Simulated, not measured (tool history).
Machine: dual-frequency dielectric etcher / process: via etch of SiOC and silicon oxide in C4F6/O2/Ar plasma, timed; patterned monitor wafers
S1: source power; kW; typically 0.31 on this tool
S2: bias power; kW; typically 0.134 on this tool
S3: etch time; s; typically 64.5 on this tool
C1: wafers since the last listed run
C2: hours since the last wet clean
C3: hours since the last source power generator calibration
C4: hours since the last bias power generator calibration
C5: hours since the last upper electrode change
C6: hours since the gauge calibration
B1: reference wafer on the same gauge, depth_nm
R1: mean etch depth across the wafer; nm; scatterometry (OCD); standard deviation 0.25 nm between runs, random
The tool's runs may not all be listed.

Run 1, day 0: usual settings but S2 0.143 kW, S3 71.5 s; C1 0; C2 173.8; C3 2781.2; C4 4273.7; C5 2978; C6 3407.9; B1 57.5. Result: R1 79 nm.
Run 2, day 4.054: usual settings but S2 0.143 kW, S3 71.5 s; C1 867; C2 271.1; C3 2878.5; C4 4371; C5 3075.3; C6 3505.2; B1 57.4. Result: R1 79.2 nm.
Run 3, day 7.408: usual settings; C1 717; C2 351.6; C3 2959; C4 4451.5; C5 3155.8; C6 3585.7; B1 57.5. Result: R1 68.8 nm.
Run 4, day 9.9: usual settings; C1 533; C2 411.4; C3 3018.8; C4 4511.3; C5 3215.6; C6 3645.5; B1 57.6. Result: R1 68.9 nm.
Run 5, day 11.983: usual settings; C1 445; C2 461.4; C3 3068.8; C4 4561.3; C5 3265.6; C6 3695.5; B1 57.5. Result: R1 69.3 nm.
At day 14.092: gauge calibrated.
Run 6, day 16.446: usual settings; C1 954; C2 568.5; C3 3175.9; C4 4668.4; C5 3372.7; C6 56.5; B1 57.5. Result: R1 69.5 nm.
Run 7, day 20.342: usual settings but S1 0.28 kW, S2 0.156 kW; C1 833; C2 662; C3 3269.4; C4 4761.9; C5 3466.2; C6 150; B1 57.5. Result: R1 72.3 nm.
Run 8, day 22.621: usual settings; C1 487; C2 716.7; C3 3324.1; C4 4816.6; C5 3520.9; C6 204.7; B1 57.5. Result: R1 69.5 nm.
At day 25.529: wet clean of the chamber.
Run 9, day 25.692: usual settings but S2 0.166 kW; C1 443; C2 3.9; C3 3397.8; C4 4890.3; C5 3594.6; C6 278.4; B1 57.5. Result: R1 76.8 nm.
Run 10, day 27.467: usual settings but S1 0.29 kW, S2 0.144 kW; C1 379; C2 46.5; C3 3440.4; C4 4932.9; C5 3637.2; C6 321; B1 57.5. Result: R1 70.2 nm.
Run 11, day 29.079: usual settings but S1 0.39 kW, S2 0.166 kW; C1 344; C2 85.2; C3 3479.1; C4 4971.6; C5 3675.9; C6 359.7; B1 57.5. Result: R1 83.3 nm.
Run 12, day 32.425: usual settings but S2 0.103 kW; C1 715; C2 165.5; C3 3559.4; C4 5051.9; C5 3756.2; C6 440; B1 57.5. Result: R1 60.7 nm.
At day 33.858: bias power generator calibrated.
Run 13, day 37.762: usual settings but S1 0.34 kW, S2 0.148 kW, S3 50.5 s; C1 1106; C2 293.6; C3 3687.5; C4 93.7; C5 3884.3; C6 568.1; B1 57.5. Result: R1 57.2 nm.
At day 39.292: upper electrode replaced.
Run 14, day 41.229: usual settings but S1 0.35 kW; C1 527; C2 376.8; C3 3770.7; C4 176.9; C5 46.5; C6 651.3; B1 57.5. Result: R1 70 nm.
Run 15, day 50.688: usual settings but S1 0.25 kW, S3 76.5 s; C1 2023; C2 603.8; C3 3997.7; C4 403.9; C5 273.5; C6 878.3; B1 57.5. Result: R1 73.5 nm.
At day 52.275: wet clean of the chamber.
Run 16, day 52.933: usual settings but S1 0.33 kW, S2 0.116 kW, S3 46 s; C1 266; C2 15.8; C3 4051.6; C4 457.8; C5 327.4; C6 932.2; B1 57.4. Result: R1 45.7 nm.
At day 56.646: source power generator calibrated.
Run 17, day 57.021: usual settings; C1 838; C2 113.9; C3 9; C4 555.9; C5 425.5; C6 1030.3; B1 57.6. Result: R1 68 nm.
Run 18, day 60.646: usual settings but S2 0.152 kW, S3 59.5 s; C1 775; C2 200.9; C3 96; C4 642.9; C5 512.5; C6 1117.3; B1 57.5. Result: R1 66.9 nm.
Run 19, day 72.762: usual settings; C1 2592; C2 491.7; C3 386.8; C4 933.7; C5 803.3; C6 1408.1; B1 57.5. Result: R1 68.3 nm.
Run 20, day 76.646: usual settings; C1 830; C2 584.9; C3 480; C4 1026.9; C5 896.5; C6 1501.3; B1 57.5. Result: R1 67.5 nm.
Run 21, day 78.379: usual settings but S1 0.34 kW, S3 77 s; C1 370; C2 626.5; C3 521.6; C4 1068.5; C5 938.1; C6 1542.9; B1 57.4. Result: R1 83.7 nm.
Run 22, day 80.508: usual settings; C1 455; C2 677.6; C3 572.7; C4 1119.6; C5 989.2; C6 1594; B1 57.5. Result: R1 68.4 nm.
Run 23, day 84.588: usual settings but S2 0.115 kW; C1 872; C2 775.5; C3 670.6; C4 1217.5; C5 1087.1; C6 1691.9; B1 57.5. Result: R1 63.3 nm.
At day 85.838: wet clean of the chamber.
Run 24, day 87.333: usual settings; C1 373; C2 35.9; C3 736.5; C4 1283.4; C5 1153; C6 1757.8; B1 57.4. Result: R1 68.3 nm.
Run 25, day 90.829: usual settings but S1 0.27 kW, S2 0.159 kW, S3 56 s; C1 747; C2 119.8; C3 820.4; C4 1367.3; C5 1236.9; C6 1841.7; B1 57.5. Result: R1 61.2 nm.
Run 26, day 94.971: usual settings but S1 0.28 kW, S3 50 s; C1 886; C2 219.2; C3 919.8; C4 1466.7; C5 1336.3; C6 1941.1; B1 57.6. Result: R1 50.9 nm.
Run 27, day 97.771: usual settings but S1 0.34 kW, S2 0.104 kW; C1 599; C2 286.4; C3 987; C4 1533.9; C5 1403.5; C6 2008.3; B1 57.5. Result: R1 61.6 nm.
Run 28, day 101.683: usual settings but S1 0.24 kW, S2 0.152 kW, S3 47 s; C1 837; C2 380.3; C3 1080.9; C4 1627.8; C5 1497.4; C6 2102.2; B1 57.5. Result: R1 48.3 nm.

Each row is a separate what-if for the run after 28, all from the same tool condition, not one after another. Results?
Run A, day 101.7: usual settings; C1 3; C2 380.7; C3 1081.3; C4 1628.2; C5 1497.8; C6 2102.6; B1 ?. Result: R1 ?.
Run B, day 101.7: usual settings but S1 0.34 kW, S2 0.166 kW, S3 81.5 s; C1 3; C2 380.7; C3 1081.3; C4 1628.2; C5 1497.8; C6 2102.6; B1 ?. Result: R1 ?.
Run C, day 101.7: usual settings but S1 0.24 kW, S2 0.145 kW, S3 57 s; C1 3; C2 380.7; C3 1081.3; C4 1628.2; C5 1497.8; C6 2102.6; B1 ?. Result: R1 ?.
Run D, day 101.7: usual settings but S1 0.34 kW, S2 0.151 kW; C1 3; C2 380.7; C3 1081.3; C4 1628.2; C5 1497.8; C6 2102.6; B1 ?. Result: R1 ?.
Run E, day 101.7: usual settings but S1 0.28 kW, S2 0.147 kW, S3 74.5 s; C1 3; C2 380.7; C3 1081.3; C4 1628.2; C5 1497.8; C6 2102.6; B1 ?. Result: R1 ?.

run    B1    R1
  A  57.5  67.9
  B  57.5  98.2
  C  57.5    57
  D  57.5  74.3
  E  57.5  79.1
With no hidden state in the tool, these same runs would have given:
run    R1
  A  68.5
  B  99.1
  C  57.5
  D    75
  E  79.9
